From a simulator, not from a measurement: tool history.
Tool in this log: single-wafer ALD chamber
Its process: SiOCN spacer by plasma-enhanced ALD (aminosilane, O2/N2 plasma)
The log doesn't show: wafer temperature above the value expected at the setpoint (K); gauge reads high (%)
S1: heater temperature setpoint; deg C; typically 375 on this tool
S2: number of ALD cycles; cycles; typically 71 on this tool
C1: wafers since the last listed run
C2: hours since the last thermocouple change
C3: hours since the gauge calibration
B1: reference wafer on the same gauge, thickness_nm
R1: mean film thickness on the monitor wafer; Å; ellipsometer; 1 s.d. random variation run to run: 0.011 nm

run 1 hour=0.0 | S1=375 S2=71 | C1=0 C2=979.6 C3=955.7 | B1=4.529 | R1=43.57
run 2 hour=57.3 | S1=375 S2=71 | C1=179 C2=1036.9 C3=1013.0 | B1=4.530 | R1=43.57
run 3 hour=113.5 | S1=375 S2=71 | C1=175 C2=1093.1 C3=1069.2 | B1=4.528 | R1=43.85
run 4 hour=167.9 | S1=375 S2=71 | C1=170 C2=1147.5 C3=1123.6 | B1=4.525 | R1=43.52
run 5 hour=231.5 | S1=375 S2=81 | C1=199 C2=1211.1 C3=1187.2 | B1=4.526 | R1=49.70
run 6 hour=303.7 | S1=375 S2=71 | C1=225 C2=1283.3 C3=1259.4 | B1=4.525 | R1=43.53
run 7 hour=382.7 | S1=375 S2=71 | C1=247 C2=1362.3 C3=1338.4 | B1=4.522 | R1=43.78
run 8 hour=440.5 | S1=375 S2=71 | C1=180 C2=1420.1 C3=1396.2 | B1=4.519 | R1=43.66
run 9 hour=510.6 | S1=386 S2=75 | C1=219 C2=1490.2 C3=1466.3 | B1=4.519 | R1=46.13
run 10 hour=570.7 | S1=386 S2=75 | C1=188 C2=1550.3 C3=1526.4 | B1=4.516 | R1=45.80
run 11 hour=642.2 | S1=386 S2=75 | C1=223 C2=1621.8 C3=1597.9 | B1=4.513 | R1=45.99
run 12 hour=731.0 | S1=372 S2=66 | C1=277 C2=1710.6 C3=1686.7 | B1=4.512 | R1=40.35
run 13 hour=773.6 | S1=372 S2=66 | C1=133 C2=1753.2 C3=1729.3 | B1=4.512 | R1=40.36
run 14 hour=872.0 | S1=375 S2=71 | C1=307 C2=1851.6 C3=1827.7 | B1=4.509 | R1=43.39
run 15 hour=1158.6 | S1=375 S2=71 | C1=896 C2=2138.2 C3=2114.3 | B1=4.498 | R1=43.41
run 16 hour=1221.9 | S1=375 S2=71 | C1=198 C2=2201.5 C3=2177.6 | B1=4.501 | R1=43.45
-- hour=1289.8 thermocouple changed; heater temperature recalibrated
run 17 hour=1328.5 | S1=375 S2=71 | C1=308 C2=38.7 C3=2284.2 | B1=4.496 | R1=43.09
run 18 hour=1402.7 | S1=375 S2=71 | C1=232 C2=112.9 C3=2358.4 | B1=4.495 | R1=43.29
run 19 hour=1498.1 | S1=375 S2=71 | C1=298 C2=208.3 C3=2453.8 | B1=4.492 | R1=43.28
run 20 hour=1543.7 | S1=364 S2=71 | C1=142 C2=253.9 C3=2499.4 | B1=4.490 | R1=43.10
run 21 hour=1588.8 | S1=375 S2=71 | C1=141 C2=299.0 C3=2544.5 | B1=4.490 | R1=43.29
run 22 hour=1763.0 | S1=382 S2=77 | C1=545 C2=473.2 C3=2718.7 | B1=4.486 | R1=46.74
run 23 hour=1811.6 | S1=387 S2=62 | C1=152 C2=521.8 C3=2767.3 | B1=4.482 | R1=37.71
run 24 hour=1858.3 | S1=388 S2=71 | C1=146 C2=568.5 C3=2814.0 | B1=4.482 | R1=43.03
run 25 hour=1917.7 | S1=363 S2=81 | C1=185 C2=627.9 C3=2873.4 | B1=4.481 | R1=48.96
run 26 hour=1963.6 | S1=371 S2=84 | C1=143 C2=673.8 C3=2919.3 | B1=4.480 | R1=50.87
run 27 hour=2186.8 | S1=369 S2=61 | C1=698 C2=897.0 C3=3142.5 | B1=4.473 | R1=37.24
run 28 hour=2275.5 | S1=371 S2=78 | C1=277 C2=985.7 C3=3231.2 | B1=4.470 | R1=47.24
run 29 hour=2319.6 | S1=370 S2=84 | C1=138 C2=1029.8 C3=3275.3 | B1=4.471 | R1=50.83
run 30 hour=2388.0 | S1=387 S2=58 | C1=214 C2=1098.2 C3=3343.7 | B1=4.469 | R1=35.15
run 31 hour=2443.8 | S1=375 S2=83 | C1=174 C2=1154.0 C3=3399.5 | B1=4.465 | R1=50.24
-- hour=2587.8 gauge calibrated
run 32 hour=2679.3 | S1=379 S2=83 | C1=736 C2=1389.5 C3=91.5 | B1=4.571 | R1=51.52
run 33 hour=2785.5 | S1=375 S2=66 | C1=332 C2=1495.7 C3=197.7 | B1=4.567 | R1=40.96
run 34 hour=2852.1 | S1=369 S2=61 | C1=208 C2=1562.3 C3=264.3 | B1=4.568 | R1=37.85
run 35 hour=2888.1 | S1=375 S2=71 | C1=112 C2=1598.3 C3=300.3 | B1=4.565 | R1=43.78
run 36 hour=2953.2 | S1=386 S2=75 | C1=203 C2=1663.4 C3=365.4 | B1=4.563 | R1=46.39
run 37 hour=3008.3 | S1=375 S2=63 | C1=172 C2=1718.5 C3=420.5 | B1=4.564 | R1=39.06
-- hour=3075.9 thermocouple changed; heater temperature recalibrated
run 38 hour=3112.7 | S1=370 S2=82 | C1=301 C2=36.8 C3=524.9 | B1=4.559 | R1=50.76
run 39 hour=3158.8 | S1=375 S2=77 | C1=144 C2=82.9 C3=571.0 | B1=4.556 | R1=47.62
run 40 hour=3285.6 | S1=382 S2=71 | C1=396 C2=209.7 C3=697.8 | B1=4.557 | R1=43.96
run 41 hour=3352.1 | S1=375 S2=62 | C1=208 C2=276.2 C3=764.3 | B1=4.552 | R1=38.24

A few steps of R1 between consecutive runs. Split each: what settings, incoming material and random variation would produce without the hidden state, and what is left over for the hidden state, along with gauge scatter present in only one of the two compared results (measured, and without hidden state):
Run 26 -> 27: S1 371 -> 369, S2 84 -> 61. R1 -13.63 Å: hidden state +0.19, all else -13.82.
Run 29 -> 30: S1 370 -> 387, S2 84 -> 58. R1 -15.68 Å: hidden state +0.29, all else -15.97.
Run 30 -> 31: S1 387 -> 375, S2 58 -> 83. R1 +15.09 Å: hidden state -0.32, all else +15.41.
Run 31 -> 32: S1 375 -> 379, gauge calibrated. R1 +1.28 Å: hidden state +1.17, all else +0.11.
